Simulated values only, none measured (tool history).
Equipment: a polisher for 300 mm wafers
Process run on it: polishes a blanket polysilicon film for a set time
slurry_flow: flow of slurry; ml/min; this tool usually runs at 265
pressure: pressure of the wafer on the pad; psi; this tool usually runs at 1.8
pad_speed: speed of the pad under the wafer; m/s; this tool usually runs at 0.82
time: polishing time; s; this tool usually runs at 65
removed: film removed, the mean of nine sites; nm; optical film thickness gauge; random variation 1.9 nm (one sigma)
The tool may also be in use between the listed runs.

run,hour,slurry_flow,pressure,pad_speed,time,wafers since the last listed run,wafers polished on this pad,hours since the slurry nozzle was cleaned,hours since the head pressure was calibrated,"incoming thickness of the incoming film, nm",removed
1,0,265,1.8,0.7,65,0,46,93.7,1225.9,2081.7,195.9
2,12.9,265,1.8,0.7,65,96,143,106.6,1238.8,2067.3,197.3
3,29.6,265,1.8,0.82,65,124,268,123.3,1255.5,2111.5,225.8
4,38.2,265,1.8,0.82,65,64,332,131.9,1264.1,2090.4,230.9
5,47.4,265,1.8,0.88,65,68,401,141.1,1273.3,2115.8,244.6
6,56.5,265,1.8,0.82,65,68,469,150.2,1282.4,2086.7,225.8
# hour 63.8: worn pad replaced by a new one
7,69.2,265,1.8,0.82,65,65,40,162.9,1295.1,2066.6,226.2
8,78.9,265,1.8,0.82,65,72,112,172.6,1304.8,2116.2,223.6
9,87.6,265,1.8,0.68,65,65,177,181.3,1313.5,2128.2,186.8
10,94.2,265,1.8,0.82,65,49,226,187.9,1320.1,2089.5,224.2
11,101.1,265,1.8,0.82,65,51,278,194.8,1327,2073.7,226.9
12,116.3,185,1.8,1,65,113,392,210,1342.2,2076.5,253.3
13,132.9,265,1.8,0.9,65,124,516,226.6,1358.8,2134.3,245.2
# hour 138.2: slurry nozzle cleaned
14,147.3,265,1.8,0.82,65,100,616,9.1,1373.2,2073.5,232.8
# hour 152.5: worn pad replaced by a new one
15,158,265,2.1,0.82,65,50,41,19.8,1383.9,2100.6,250.3
# hour 170.5: head pressure recalibrated
16,171,265,1.8,0.82,65,82,123,32.8,0.5,2083.3,231.2
17,181.2,190,1.8,1.06,49,76,199,43,10.7,2062.3,213.1
18,187.7,320,1.3,1.04,73,48,248,49.5,17.2,2072,278.8
19,194.1,265,1.8,0.82,65,47,296,55.9,23.6,2050.7,229.9
20,203,350,1.2,0.98,75,66,362,64.8,32.5,2091.1,264.6
21,210.5,175,1.8,0.82,65,56,418,72.3,40,2077.6,213.3
22,228.3,265,1.8,0.68,65,133,551,90.1,57.8,2096.7,189.1

Hidden condition of the tool, last listed run before each entry between runs versus first listed run after:
After run 6, before run 7: worn pad replaced by a new one (hour 63.8)
  slurry flow missing at the pad, %: 13.6 -> 15.6
  measured result minus the result with no hidden state, removed: -4.1 -> -4.8 nm
After run 13, before run 14: slurry nozzle cleaned (hour 138.2)
  slurry flow missing at the pad, %: 28.1 -> 3.82
  measured result minus the result with no hidden state, removed: -11.3 -> -1.1 nm
After run 14, before run 15: worn pad replaced by a new one (hour 152.5)
  slurry flow missing at the pad, %: 3.82 -> 3.98
  measured result minus the result with no hidden state, removed: -1.1 -> -1.2 nm
After run 15, before run 16: head pressure recalibrated (hour 170.5)
  slurry flow missing at the pad, %: 3.98 -> 4.32
  measured result minus the result with no hidden state, removed: -1.2 -> -1.2 nm
